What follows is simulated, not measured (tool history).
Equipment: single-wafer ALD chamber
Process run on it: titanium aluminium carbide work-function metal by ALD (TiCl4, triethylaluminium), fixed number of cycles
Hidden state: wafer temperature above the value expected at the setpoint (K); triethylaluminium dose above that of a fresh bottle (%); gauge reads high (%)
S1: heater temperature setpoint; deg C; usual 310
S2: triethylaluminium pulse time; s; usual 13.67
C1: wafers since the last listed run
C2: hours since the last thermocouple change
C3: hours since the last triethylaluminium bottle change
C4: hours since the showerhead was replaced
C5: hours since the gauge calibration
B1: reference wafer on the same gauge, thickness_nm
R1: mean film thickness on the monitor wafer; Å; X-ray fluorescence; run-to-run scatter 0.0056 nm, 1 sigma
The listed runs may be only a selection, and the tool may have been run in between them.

run,hour,S1,S2,C1,C2,C3,C4,C5,B1,R1
1,0.0,310,13.67,0,1684.4,921.5,5201.4,45.2,2.310,21.36
2,23.1,310,13.67,225,1707.5,944.6,5224.5,68.3,2.312,21.33
3,42.0,310,13.67,184,1726.4,963.5,5243.4,87.2,2.309,21.32
4,62.5,310,13.67,200,1746.9,984.0,5263.9,107.7,2.309,21.35
5,91.4,310,16.02,282,1775.8,1012.9,5292.8,136.6,2.309,21.52
6,118.0,310,16.02,260,1802.4,1039.5,5319.4,163.2,2.308,21.40
7,146.2,310,16.02,275,1830.6,1067.7,5347.6,191.4,2.309,21.53
# hour 160.4: showerhead replaced
8,176.0,310,13.67,213,1860.4,1097.5,15.6,221.2,2.308,21.38
9,193.3,310,13.67,169,1877.7,1114.8,32.9,238.5,2.310,21.37
10,251.4,310,13.67,568,1935.8,1172.9,91.0,296.6,2.309,21.23
11,265.4,318,13.67,136,1949.8,1186.9,105.0,310.6,2.313,21.89
12,284.5,321,13.67,186,1968.9,1206.0,124.1,329.7,2.310,22.12
13,296.7,310,13.67,119,1981.1,1218.2,136.3,341.9,2.308,21.22
14,321.6,302,13.67,243,2006.0,1243.1,161.2,366.8,2.309,20.68
15,340.1,310,13.67,180,2024.5,1261.6,179.7,385.3,2.308,21.20
16,371.1,310,13.67,303,2055.5,1292.6,210.7,416.3,2.312,21.37

Forecast run 17:
17,402.9,316,18.19,311,2087.3,1324.4,242.5,448.1,?,?

B1: 2.309
R1: 21.96 Å
On a tool with no hidden condition, and with the same random variation, this run would have come out at R1 22.13 Å.

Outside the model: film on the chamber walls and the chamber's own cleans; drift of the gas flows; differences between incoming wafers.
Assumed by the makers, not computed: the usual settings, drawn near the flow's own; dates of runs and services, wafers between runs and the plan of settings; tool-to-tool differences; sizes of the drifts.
